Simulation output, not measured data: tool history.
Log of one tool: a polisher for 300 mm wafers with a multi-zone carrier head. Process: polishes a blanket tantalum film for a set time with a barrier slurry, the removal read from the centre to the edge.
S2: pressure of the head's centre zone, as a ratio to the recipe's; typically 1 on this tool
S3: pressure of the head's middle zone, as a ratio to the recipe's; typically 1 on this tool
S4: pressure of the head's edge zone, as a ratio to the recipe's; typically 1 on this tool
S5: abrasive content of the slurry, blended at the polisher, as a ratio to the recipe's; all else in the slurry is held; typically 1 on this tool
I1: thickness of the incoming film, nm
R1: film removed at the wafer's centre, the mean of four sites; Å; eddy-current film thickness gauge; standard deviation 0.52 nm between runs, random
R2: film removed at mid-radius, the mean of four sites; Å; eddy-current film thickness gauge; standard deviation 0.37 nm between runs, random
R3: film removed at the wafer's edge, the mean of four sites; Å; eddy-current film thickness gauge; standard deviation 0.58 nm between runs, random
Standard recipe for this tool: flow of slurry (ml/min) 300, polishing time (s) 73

{"run": 1, "hour": 0.0, "flow of slurry (ml/min)": 300, "S2": 1, "S3": 1, "S4": 1, "S5": 1, "polishing time (s)": 73, "I1": 451, "R1": 538, "R2": 538, "R3": 547}
{"run": 2, "hour": 15.8, "flow of slurry (ml/min)": 300, "S2": 1, "S3": 1, "S4": 1, "S5": 1, "polishing time (s)": 73, "I1": 459.5, "R1": 531, "R2": 526, "R3": 536}
{"hour": 46.5, "done": "worn pad replaced by a new one"}
{"run": 3, "hour": 49.0, "flow of slurry (ml/min)": 300, "S2": 1, "S3": 1, "S4": 1, "S5": 1, "polishing time (s)": 87, "I1": 463.9, "R1": 667, "R2": 658, "R3": 682}
{"run": 4, "hour": 79.9, "flow of slurry (ml/min)": 300, "S2": 0.96, "S3": 1, "S4": 1, "S5": 1, "polishing time (s)": 73, "I1": 465.7, "R1": 529, "R2": 547, "R3": 557}
{"run": 5, "hour": 102.0, "flow of slurry (ml/min)": 300, "S2": 1, "S3": 1, "S4": 1, "S5": 1, "polishing time (s)": 73, "I1": 464.1, "R1": 548, "R2": 541, "R3": 555}
{"run": 6, "hour": 133.8, "flow of slurry (ml/min)": 300, "S2": 1, "S3": 1, "S4": 1, "S5": 1.1, "polishing time (s)": 52, "I1": 454, "R1": 392, "R2": 390, "R3": 391}
{"hour": 164.4, "done": "worn pad replaced by a new one"}
{"run": 7, "hour": 164.9, "flow of slurry (ml/min)": 300, "S2": 1, "S3": 0.92, "S4": 1, "S5": 1, "polishing time (s)": 73, "I1": 463.4, "R1": 558, "R2": 518, "R3": 555}
{"run": 8, "hour": 176.4, "flow of slurry (ml/min)": 300, "S2": 1, "S3": 0.92, "S4": 1, "S5": 1, "polishing time (s)": 73, "I1": 458.7, "R1": 548, "R2": 521, "R3": 565}
{"run": 9, "hour": 195.4, "flow of slurry (ml/min)": 300, "S2": 1, "S3": 0.92, "S4": 1, "S5": 1, "polishing time (s)": 73, "I1": 456.1, "R1": 547, "R2": 517, "R3": 545}
{"run": 10, "hour": 219.0, "flow of slurry (ml/min)": 300, "S2": 0.94, "S3": 1.04, "S4": 0.95, "S5": 0.8, "polishing time (s)": 73, "I1": 456.1, "R1": 470, "R2": 512, "R3": 481}
{"run": 11, "hour": 253.4, "flow of slurry (ml/min)": 300, "S2": 1, "S3": 0.92, "S4": 1, "S5": 1, "polishing time (s)": 73, "I1": 461.2, "R1": 535, "R2": 504, "R3": 537}
{"run": 12, "hour": 271.4, "flow of slurry (ml/min)": 240, "S2": 1, "S3": 1, "S4": 1, "S5": 1, "polishing time (s)": 73, "I1": 458.7, "R1": 521, "R2": 515, "R3": 526}
{"hour": 283.9, "done": "carrier head's membrane replaced by a new one"}
{"run": 13, "hour": 290.2, "flow of slurry (ml/min)": 300, "S2": 1, "S3": 1, "S4": 0.89, "S5": 1, "polishing time (s)": 73, "I1": 459.9, "R1": 516, "R2": 511, "R3": 496}
{"hour": 296.6, "done": "edge zone pressure recalibrated"}
{"hour": 310.5, "done": "worn pad replaced by a new one"}
{"run": 14, "hour": 324.7, "flow of slurry (ml/min)": 270, "S2": 1, "S3": 1, "S4": 1, "S5": 1, "polishing time (s)": 57, "I1": 458.8, "R1": 429, "R2": 427, "R3": 444}
{"hour": 340.3, "done": "centre zone pressure recalibrated"}
{"run": 15, "hour": 352.8, "flow of slurry (ml/min)": 300, "S2": 1, "S3": 1, "S4": 1, "S5": 1, "polishing time (s)": 73, "I1": 455.1, "R1": 555, "R2": 546, "R3": 556}
{"run": 16, "hour": 369.8, "flow of slurry (ml/min)": 300, "S2": 1, "S3": 1, "S4": 1.04, "S5": 1, "polishing time (s)": 84, "I1": 469.5, "R1": 628, "R2": 629, "R3": 640}
{"run": 17, "hour": 385.5, "flow of slurry (ml/min)": 300, "S2": 1, "S3": 1, "S4": 1, "S5": 1.25, "polishing time (s)": 73, "I1": 464.9, "R1": 585, "R2": 576, "R3": 588}
{"run": 18, "hour": 397.9, "flow of slurry (ml/min)": 300, "S2": 1, "S3": 1, "S4": 1, "S5": 1, "polishing time (s)": 73, "I1": 467, "R1": 538, "R2": 534, "R3": 538}
{"hour": 399.6, "done": "slurry nozzle cleaned"}
{"hour": 426.0, "done": "worn pad replaced by a new one"}
{"run": 19, "hour": 429.8, "flow of slurry (ml/min)": 375, "S2": 0.96, "S3": 1, "S4": 1, "S5": 1, "polishing time (s)": 73, "I1": 462.3, "R1": 549, "R2": 574, "R3": 568}
{"run": 20, "hour": 457.4, "flow of slurry (ml/min)": 300, "S2": 0.91, "S3": 1.05, "S4": 1.07, "S5": 0.9, "polishing time (s)": 73, "I1": 465.3, "R1": 493, "R2": 552, "R3": 558}
{"run": 21, "hour": 476.6, "flow of slurry (ml/min)": 300, "S2": 1.11, "S3": 1, "S4": 1, "S5": 1, "polishing time (s)": 66, "I1": 466.5, "R1": 548, "R2": 493, "R3": 500}
{"run": 22, "hour": 512.5, "flow of slurry (ml/min)": 350, "S2": 1, "S3": 1, "S4": 1, "S5": 1, "polishing time (s)": 73, "I1": 455, "R1": 553, "R2": 549, "R3": 543}
{"run": 23, "hour": 537.5, "flow of slurry (ml/min)": 355, "S2": 1, "S3": 0.97, "S4": 0.94, "S5": 1, "polishing time (s)": 89, "I1": 459.6, "R1": 656, "R2": 635, "R3": 632}

Measured minus without-hidden-state, run by run (identical run-to-run variation in each term; gauge scatter may differ):
The tool's hidden condition here consists of: removal rate lost through wear of the pad, %; slurry flow missing at the pad, %; deviation of the centre zone's pressure from its setpoint, %; deviation of the edge zone's pressure from its setpoint, %.
run=1 R1=-20 R2=-20 R3=-20
run=2 R1=-28 R2=-27 R3=-28
run=3 R1=-7 R2=-7 R3=-7
run=4 R1=-8 R2=-8 R3=-8
run=5 R1=-13 R2=-13 R3=-13
run=6 R1=-18 R2=-18 R3=-18
run=7 R1=-6 R2=-5 R3=-6
run=8 R1=-6 R2=-6 R3=-7
run=9 R1=-8 R2=-8 R3=-9
run=10 R1=-12 R2=-12 R3=-11
run=11 R1=-24 R2=-24 R3=-25
run=12 R1=-33 R2=-32 R3=-33
run=13 R1=-44 R2=-43 R3=-42
run=14 R1=-3 R2=-3 R3=-3
run=15 R1=-8 R2=-8 R3=-8
run=16 R1=-13 R2=-14 R3=-14
run=17 R1=-19 R2=-19 R3=-19
run=18 R1=-22 R2=-22 R3=-22
run=19 R1=-1 R2=-2 R3=-2
run=20 R1=-4 R2=-4 R3=-3
run=21 R1=-7 R2=-7 R3=-7
run=22 R1=-20 R2=-20 R3=-19
run=23 R1=-39 R2=-37 R3=-37
